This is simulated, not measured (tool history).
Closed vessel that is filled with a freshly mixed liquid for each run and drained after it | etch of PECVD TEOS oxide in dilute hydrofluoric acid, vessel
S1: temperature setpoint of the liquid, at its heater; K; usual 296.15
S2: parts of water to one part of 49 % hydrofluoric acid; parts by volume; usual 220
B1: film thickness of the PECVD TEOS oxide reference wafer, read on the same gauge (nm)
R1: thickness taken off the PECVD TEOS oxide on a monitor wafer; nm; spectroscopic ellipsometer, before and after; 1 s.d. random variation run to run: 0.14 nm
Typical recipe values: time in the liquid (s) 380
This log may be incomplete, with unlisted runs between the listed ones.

Run 1, hour 0.0: usual settings; B1 130.00. Result: R1 30.94 nm.
Run 2, hour 71.8: usual settings; B1 130.00. Result: R1 30.91 nm.
Run 3, hour 96.6: usual settings; B1 130.00. Result: R1 30.97 nm.
Run 4, hour 161.2: usual settings; B1 130.00. Result: R1 31.05 nm.
Run 5, hour 218.0: usual settings but S2 160 parts by volume; B1 130.00. Result: R1 45.79 nm.
Run 6, hour 282.4: usual settings; B1 129.99. Result: R1 31.26 nm.
Run 7, hour 349.2: usual settings; B1 130.01. Result: R1 31.31 nm.
Run 8, hour 401.3: usual settings; B1 130.00. Result: R1 31.18 nm.
Run 9, hour 445.3: usual settings; B1 129.99. Result: R1 31.09 nm.
Run 10, hour 480.2: usual settings; B1 130.00. Result: R1 31.33 nm.
Run 11, hour 527.8: usual settings but time in the liquid (s) 225; B1 129.99. Result: R1 18.59 nm.
Run 12, hour 717.8: usual settings but time in the liquid (s) 225; B1 130.01. Result: R1 18.57 nm.
Run 13, hour 883.7: usual settings but time in the liquid (s) 225; B1 130.01. Result: R1 19.22 nm.
Run 14, hour 933.3: usual settings but S2 270 parts by volume, time in the liquid (s) 290; B1 129.99. Result: R1 19.23 nm.
Run 15, hour 974.6: usual settings; B1 130.00. Result: R1 32.59 nm.
Run 16, hour 1045.0: usual settings but S2 135 parts by volume; B1 130.00. Result: R1 57.93 nm.
Run 17, hour 1113.4: usual settings but time in the liquid (s) 225; B1 130.01. Result: R1 19.21 nm.
Run 18, hour 1181.0: usual settings; B1 130.01. Result: R1 30.59 nm.
Run 19, hour 1280.2: usual settings; B1 130.00. Result: R1 30.86 nm.
Run 20, hour 1327.5: usual settings but S1 292.15 K, S2 190 parts by volume, time in the liquid (s) 215; B1 130.00. Result: R1 17.77 nm.
Run 21, hour 1395.3: usual settings but S1 298.15 K, time in the liquid (s) 280; B1 130.02. Result: R1 24.26 nm.
Run 22, hour 1438.5: usual settings but S1 292.65 K; B1 130.00. Result: R1 26.93 nm.
Run 23, hour 1488.5: usual settings but S2 160 parts by volume, time in the liquid (s) 520; B1 130.01. Result: R1 61.58 nm.
Run 24, hour 1529.5: usual settings but S2 135 parts by volume, time in the liquid (s) 255; B1 130.00. Result: R1 36.51 nm.
Run 25, hour 1565.0: usual settings; B1 130.01. Result: R1 30.54 nm.
Run 26, hour 1594.8: usual settings but S1 298.65 K, S2 280 parts by volume, time in the liquid (s) 200; B1 129.98. Result: R1 13.10 nm.

Removed from this log: 3 entries logged between the listed runs. Between which two listed runs does each belong, and how does the tool's hidden state at the listed run before it compare with that at the listed run after it?
Run 12 -> run 13: thermometer replaced (hour 733.3); gauge calibrated (hour 757.2)
  liquid colder than its thermometer reads (K): 1.04 -> 0.133; hydrofluoric acid flow above the setpoint (%): 4.54 -> 5.05
  measured less the result without the state, R1: +0.29 -> +1.03 nm
Run 17 -> run 18: hydrofluoric acid flow meter replaced (hour 1149.1)
  liquid colder than its thermometer reads (K): 0.287 -> 0.333; hydrofluoric acid flow above the setpoint (%): 5.75 -> 0.132
  measured less the result without the state, R1: +1.08 -> -0.32 nm
